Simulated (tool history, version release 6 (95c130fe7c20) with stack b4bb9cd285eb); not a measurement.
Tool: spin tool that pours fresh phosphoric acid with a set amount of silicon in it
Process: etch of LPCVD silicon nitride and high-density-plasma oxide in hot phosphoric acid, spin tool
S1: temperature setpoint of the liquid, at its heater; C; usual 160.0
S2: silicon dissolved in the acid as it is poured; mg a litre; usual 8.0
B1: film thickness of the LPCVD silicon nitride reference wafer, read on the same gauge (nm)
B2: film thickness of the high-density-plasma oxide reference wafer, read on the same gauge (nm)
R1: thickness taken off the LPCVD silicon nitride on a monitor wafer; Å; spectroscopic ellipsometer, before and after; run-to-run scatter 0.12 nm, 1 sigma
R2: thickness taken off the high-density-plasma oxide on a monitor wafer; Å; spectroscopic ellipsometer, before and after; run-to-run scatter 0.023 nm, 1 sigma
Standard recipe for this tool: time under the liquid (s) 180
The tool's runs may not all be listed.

run 1 hour=0.0 | S1=160.0 S2=10.5 time_under_the_liquid_(s)=205 | B1=100.01 B2=140.004 | R1=177.9 R2=8.29
run 2 hour=96.3 | S1=160.0 S2=10.5 time_under_the_liquid_(s)=205 | B1=100.04 B2=139.992 | R1=178.7 R2=8.21
run 3 hour=142.6 | S1=160.0 S2=8.0 time_under_the_liquid_(s)=180 | B1=100.00 B2=139.997 | R1=156.4 R2=7.64
-- hour=143.8 thermometer replaced
run 4 hour=226.0 | S1=162.0 S2=8.0 time_under_the_liquid_(s)=180 | B1=99.99 B2=139.999 | R1=167.3 R2=8.76
run 5 hour=326.6 | S1=162.5 S2=8.0 time_under_the_liquid_(s)=180 | B1=99.97 B2=140.010 | R1=168.2 R2=8.91
run 6 hour=391.0 | S1=160.0 S2=8.0 time_under_the_liquid_(s)=180 | B1=100.00 B2=140.005 | R1=156.5 R2=7.90
run 7 hour=484.6 | S1=160.0 S2=14.0 time_under_the_liquid_(s)=250 | B1=100.04 B2=140.007 | R1=217.1 R2=9.31
-- hour=516.9 dissolved silicon flow meter replaced
run 8 hour=591.0 | S1=160.0 S2=11.5 time_under_the_liquid_(s)=180 | B1=99.95 B2=139.998 | R1=157.4 R2=7.00
-- hour=666.0 gauge calibrated
run 9 hour=685.1 | S1=158.5 S2=5.5 time_under_the_liquid_(s)=70 | B1=100.00 B2=140.006 | R1=58.2 R2=2.90
run 10 hour=777.7 | S1=160.0 S2=1.5 time_under_the_liquid_(s)=180 | B1=99.98 B2=140.011 | R1=157.4 R2=8.68
run 11 hour=852.6 | S1=162.5 S2=10.5 time_under_the_liquid_(s)=255 | B1=99.99 B2=140.005 | R1=243.5 R2=12.38
run 12 hour=902.9 | S1=160.0 S2=14.0 time_under_the_liquid_(s)=180 | B1=100.00 B2=140.002 | R1=156.4 R2=6.31
-- hour=932.3 heated supply line repaired
run 13 hour=981.9 | S1=160.0 S2=2.5 time_under_the_liquid_(s)=180 | B1=100.06 B2=140.003 | R1=157.5 R2=8.61
run 14 hour=1087.3 | S1=162.0 S2=12.0 time_under_the_liquid_(s)=180 | B1=100.00 B2=140.011 | R1=165.6 R2=8.12
run 15 hour=1167.0 | S1=162.0 S2=3.0 time_under_the_liquid_(s)=225 | B1=100.03 B2=140.015 | R1=208.3 R2=11.98
run 16 hour=1213.6 | S1=158.0 S2=6.5 time_under_the_liquid_(s)=235 | B1=100.00 B2=139.998 | R1=189.6 R2=8.61
-- hour=1215.7 dissolved silicon flow meter replaced
run 17 hour=1252.0 | S1=160.0 S2=8.0 time_under_the_liquid_(s)=180 | B1=100.01 B2=140.017 | R1=157.3 R2=7.96
run 18 hour=1337.5 | S1=160.0 S2=8.0 time_under_the_liquid_(s)=180 | B1=100.00 B2=140.010 | R1=156.2 R2=7.63
run 19 hour=1443.2 | S1=160.0 S2=8.0 time_under_the_liquid_(s)=180 | B1=99.96 B2=140.010 | R1=157.5 R2=7.31
run 20 hour=1673.4 | S1=160.0 S2=6.0 time_under_the_liquid_(s)=180 | B1=99.99 B2=139.991 | R1=157.4 R2=7.89
run 21 hour=1777.2 | S1=157.5 S2=9.5 time_under_the_liquid_(s)=75 | B1=100.04 B2=139.996 | R1=60.4 R2=2.69
-- hour=1848.9 dissolved silicon flow meter replaced
run 22 hour=1863.5 | S1=160.0 S2=8.0 time_under_the_liquid_(s)=260 | B1=100.04 B2=139.990 | R1=225.1 R2=10.75

Forecast each of these 3 alternatives for the next run:
run A hour=1864.0 | S1=160.0 S2=8.0 time_under_the_liquid_(s)=180 | B1=? B2=? | R1=? R2=?
run B hour=1864.0 | S1=160.0 S2=3.0 time_under_the_liquid_(s)=230 | B1=? B2=? | R1=? R2=?
run C hour=1864.0 | S1=160.0 S2=13.0 time_under_the_liquid_(s)=180 | B1=? B2=? | R1=? R2=?

run=A B1=99.97 B2=140.012 R1=155.4 R2=7.49
run=B B1=99.97 B2=140.012 R1=198.6 R2=10.58
run=C B1=99.97 B2=140.012 R1=155.4 R2=6.69
Without the tool's unlogged condition, the same runs would have read:
run=A R1=155.4 R2=7.49
run=B R1=198.6 R2=10.58
run=C R1=155.4 R2=6.69
